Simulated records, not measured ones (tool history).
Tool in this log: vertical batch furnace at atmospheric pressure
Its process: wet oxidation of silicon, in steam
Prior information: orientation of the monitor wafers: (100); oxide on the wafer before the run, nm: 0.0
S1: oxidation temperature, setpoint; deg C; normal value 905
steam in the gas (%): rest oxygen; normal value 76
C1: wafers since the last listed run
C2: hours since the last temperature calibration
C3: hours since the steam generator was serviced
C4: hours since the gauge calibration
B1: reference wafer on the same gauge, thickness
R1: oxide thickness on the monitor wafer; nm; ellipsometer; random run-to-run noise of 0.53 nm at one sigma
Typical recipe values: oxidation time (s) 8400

{"run": 1, "hour": 0.0, "S1": 905, "oxidation time (s)": 8400, "steam in the gas (%)": 76, "C1": 0, "C2": 2637.4, "C3": 2122.8, "C4": 208.2, "B1": 219.87, "R1": 250.58}
{"run": 2, "hour": 20.5, "S1": 905, "oxidation time (s)": 8400, "steam in the gas (%)": 76, "C1": 325, "C2": 2657.9, "C3": 2143.3, "C4": 228.7, "B1": 220, "R1": 251.25}
{"run": 3, "hour": 34.5, "S1": 905, "oxidation time (s)": 8400, "steam in the gas (%)": 76, "C1": 222, "C2": 2671.9, "C3": 2157.3, "C4": 242.7, "B1": 220.05, "R1": 249.91}
{"run": 4, "hour": 56.6, "S1": 905, "oxidation time (s)": 8400, "steam in the gas (%)": 67, "C1": 350, "C2": 2694, "C3": 2179.4, "C4": 264.8, "B1": 220.02, "R1": 225.21}
{"run": 5, "hour": 66.6, "S1": 905, "oxidation time (s)": 8400, "steam in the gas (%)": 76, "C1": 158, "C2": 2704, "C3": 2189.4, "C4": 274.8, "B1": 220, "R1": 250.23}
{"run": 6, "hour": 84.1, "S1": 905, "oxidation time (s)": 8400, "steam in the gas (%)": 68, "C1": 277, "C2": 2721.5, "C3": 2206.9, "C4": 292.3, "B1": 220.02, "R1": 226.79}
{"run": 7, "hour": 95.9, "S1": 905, "oxidation time (s)": 8400, "steam in the gas (%)": 76, "C1": 187, "C2": 2733.3, "C3": 2218.7, "C4": 304.1, "B1": 220.07, "R1": 250.16}
{"run": 8, "hour": 106.7, "S1": 905, "oxidation time (s)": 8400, "steam in the gas (%)": 76, "C1": 171, "C2": 2744.1, "C3": 2229.5, "C4": 314.9, "B1": 219.98, "R1": 250.08}
{"run": 9, "hour": 129.4, "S1": 905, "oxidation time (s)": 8400, "steam in the gas (%)": 76, "C1": 360, "C2": 2766.8, "C3": 2252.2, "C4": 337.6, "B1": 219.92, "R1": 250.22}
{"run": 10, "hour": 151.3, "S1": 905, "oxidation time (s)": 8400, "steam in the gas (%)": 76, "C1": 347, "C2": 2788.7, "C3": 2274.1, "C4": 359.5, "B1": 220.06, "R1": 248.39}
{"hour": 188.9, "done": "steam generator serviced"}
{"run": 11, "hour": 189.4, "S1": 921, "oxidation time (s)": 8400, "steam in the gas (%)": 76, "C1": 223, "C2": 2826.8, "C3": 0.5, "C4": 397.6, "B1": 219.92, "R1": 313.57}
{"run": 12, "hour": 195.1, "S1": 921, "oxidation time (s)": 8400, "steam in the gas (%)": 66, "C1": 90, "C2": 2832.5, "C3": 6.2, "C4": 403.3, "B1": 220, "R1": 279.43}
{"run": 13, "hour": 200.7, "S1": 905, "oxidation time (s)": 8400, "steam in the gas (%)": 71, "C1": 88, "C2": 2838.1, "C3": 11.8, "C4": 408.9, "B1": 219.96, "R1": 249.88}

Forecast run 14:
{"run": 14, "hour": 219.2, "S1": 888, "oxidation time (s)": 9600, "steam in the gas (%)": 66, "C1": 293, "C2": 2856.6, "C3": 30.3, "C4": 427.4, "B1": "?", "R1": "?"}

Logged for run 14: B1 219.91, R1 209.67 nm.
Were there no unlogged condition in the tool, this run, its random variation unchanged, would have produced R1 210.4 nm.

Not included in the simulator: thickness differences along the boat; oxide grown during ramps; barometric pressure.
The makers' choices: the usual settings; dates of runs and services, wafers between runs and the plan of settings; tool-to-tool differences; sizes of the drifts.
